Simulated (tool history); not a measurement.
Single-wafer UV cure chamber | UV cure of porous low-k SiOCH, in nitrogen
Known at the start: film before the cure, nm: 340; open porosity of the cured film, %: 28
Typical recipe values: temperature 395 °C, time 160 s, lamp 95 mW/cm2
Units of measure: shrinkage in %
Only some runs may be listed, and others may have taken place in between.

run	hour	temperature	time	lamp	wafers since the last listed run	hours since the UV bulbs were replaced	wafers since the quartz window was cleaned	shrinkage
1	0	395	160	95	0	505.7	741	13.286
2	28.3	395	160	95	260	534	1001	13.264
3	46.9	395	160	95	171	552.6	1172	13.134
# hour 87.5: quartz window cleaned
4	91.8	395	160	95	339	597.5	39	12.971
5	106.8	395	160	95	137	612.5	177	13.238
6	127	389	160	95	185	632.7	363	12.858
7	149.5	389	160	95	206	655.2	570	13.011
8	161.9	395	160	95	114	667.6	684	13.175
9	190.5	395	160	95	263	696.2	947	12.937
10	211.9	395	160	95	196	717.6	1144	12.958
# hour 240.3: quartz window cleaned
11	318	401	160	95	902	823.7	714	13.193
12	335.4	401	160	95	160	841.1	874	13.362
13	359.7	395	160	95	223	865.4	1097	13.096
14	373.3	395	160	95	125	879	1222	12.979
# hour 381.6: UV bulbs replaced
15	388.3	395	160	95	64	6.7	1287	13.073
# hour 412.6: quartz window cleaned
16	479.2	395	160	95	762	97.6	612	13.027
17	513.5	404	200	57	315	131.9	928	11.859
# hour 554.3: quartz window cleaned
18	554.8	405	235	133	306	173.2	4	17.421
19	583	395	160	95	259	201.4	264	13.04
20	601.7	385	65	125	171	220.1	436	9.618
21	615.3	395	160	95	125	233.7	561	12.845
22	639.7	395	80	76	224	258.1	785	8.078
23	655.8	395	160	95	148	274.2	933	12.911
# hour 690.8: quartz window cleaned
24	691.3	395	205	55	252	309.7	4	11.33
25	721.9	395	115	66	281	340.3	286	9.228
26	752.9	395	105	72	285	371.3	571	9.334
27	778.4	401	115	78	234	396.8	806	10.305

Alternative continuations, all from the tool just after run 27; predict every row:
A	778.8	395	160	95	3	397.2	809	?
B	778.8	414	235	124	3	397.2	809	?
C	778.8	382	255	72	3	397.2	809	?

run	shrinkage
A	13.196
B	17.393
C	13.971
Without the tool's unlogged condition, the same runs would have read:
run	shrinkage
A	13.196
B	17.393
C	13.971

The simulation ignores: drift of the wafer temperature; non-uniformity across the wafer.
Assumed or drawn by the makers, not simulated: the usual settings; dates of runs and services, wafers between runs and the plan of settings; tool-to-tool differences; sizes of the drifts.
